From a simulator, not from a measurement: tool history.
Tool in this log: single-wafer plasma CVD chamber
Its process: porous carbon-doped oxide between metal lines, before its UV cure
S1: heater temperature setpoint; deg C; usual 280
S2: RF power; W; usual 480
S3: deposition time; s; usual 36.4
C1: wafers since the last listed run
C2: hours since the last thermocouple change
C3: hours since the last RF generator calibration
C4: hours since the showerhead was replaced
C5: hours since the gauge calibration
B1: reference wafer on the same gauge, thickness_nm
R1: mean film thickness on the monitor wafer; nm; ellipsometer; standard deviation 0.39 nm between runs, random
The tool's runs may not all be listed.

run     day   S1   S2    S3   C1      C2      C3      C4     C5       B1       R1
  1   0.000  284  480  36.4    0  1909.2  1087.6  6330.1  141.2  250.944  209.153
  2   0.525  284  480  36.4  211  1921.8  1100.2  6342.7  153.8  250.925  208.882
  3   1.283  272  480  38.4  304  1940.0  1118.4  6360.9  172.0  251.209  235.026
  4   1.875  272  480  38.4  237  1954.2  1132.6  6375.1  186.2  250.967  235.962
  5   3.242  272  480  38.4  549  1987.0  1165.4  6407.9  219.0  251.107  234.740
  6   4.033  280  480  36.4  318  2006.0  1184.4  6426.9  238.0  251.022  213.472
  7   5.067  280  480  36.4  415  2030.8  1209.2  6451.7  262.8  250.951  212.030
  8   5.971  280  480  36.4  363  2052.5  1230.9  6473.4  284.5  250.954  212.438
  9   6.588  280  450  36.4  247  2067.3  1245.7  6488.2  299.3  250.995  205.331
 10   7.562  280  450  36.4  391  2090.7  1269.1  6511.6  322.7  250.927  205.522
 11   8.917  285  530  36.4  544  2123.2  1301.6  6544.1  355.2  250.969  216.303
 12   9.833  280  480  36.4  368  2145.2  1323.6  6566.1  377.2  251.059  212.729
 13  11.079  280  480  36.4  500  2175.1  1353.5  6596.0  407.1  250.994  212.150
 14  11.829  280  480  36.4  301  2193.1  1371.5  6614.0  425.1  250.923  211.029
     12.325  -- thermocouple changed; heater temperature recalibrated
 15  12.988  280  530  36.4  331    15.9  1399.3  6641.8  452.9  251.188  214.914
     12.996  -- gauge calibrated
 16  13.946  280  480  42.7  385    38.9  1422.3  6664.8   22.8  250.927  239.813
 17  15.121  274  480  36.4  472    67.1  1450.5  6693.0   51.0  251.098  211.364
     16.221  -- RF generator calibrated
 18  16.358  280  480  36.4  363    96.8     3.3  6722.7   80.7  251.049  213.817
 19  17.550  280  400  36.4  479   125.4    31.9  6751.3  109.3  250.879  195.909
     18.712  -- showerhead replaced
 20  18.950  272  480  38.4  428   159.0    65.5     5.7  142.9  251.050  235.571
 21  19.675  271  515  36.4  291   176.4    82.9    23.1  160.3  250.809  232.280
 22  20.967  289  555  33.6  519   207.4   113.9    54.1  191.3  250.793  201.552
 23  21.729  274  405  38.9  306   225.7   132.2    72.4  209.6  250.919  218.047
 24  22.733  290  450  40.1  403   249.8   156.3    96.5  233.7  251.067  216.321
 25  23.858  280  480  36.4  452   276.8   183.3   123.5  260.7  251.034  213.074
 26  24.554  291  480  41.9  279   293.5   200.0   140.2  277.4  250.998  230.305
 27  25.462  280  480  36.4  365   315.3   221.8   162.0  299.2  250.940  213.795
 28  26.479  294  415  41.7  408   339.7   246.2   186.4  323.6  250.888  211.097
 29  27.846  280  420  29.6  549   372.5   279.0   219.2  356.4  251.045  164.321

Hidden state or all else? Some run-to-run changes of R1, split into what the settings, what came in and random variation would give without the hidden state, and what is left for the hidden state (with any gauge scatter that isn't in both results):
Hidden state at play: wafer temperature above the value expected at the setpoint (K); delivered RF power above the setpoint (%); gauge reads high (%).
Run 14 -> 15: S2 480 -> 530, thermocouple changed; heater temperature recalibrated. R1 +3.885 nm: hidden state -6.506, all else +10.391.
Run 17 -> 18: S1 274 -> 280, RF generator calibrated. R1 +2.453 nm: hidden state +9.746, all else -7.293.
Run 19 -> 20: S1 280 -> 272, S2 400 -> 480, S3 36.4 -> 38.4, showerhead replaced. R1 +39.662 nm: hidden state +0.064, all else +39.598.
Run 28 -> 29: S1 294 -> 280, S2 415 -> 420, S3 41.7 -> 29.6. R1 -46.776 nm: hidden state +0.116, all else -46.892.
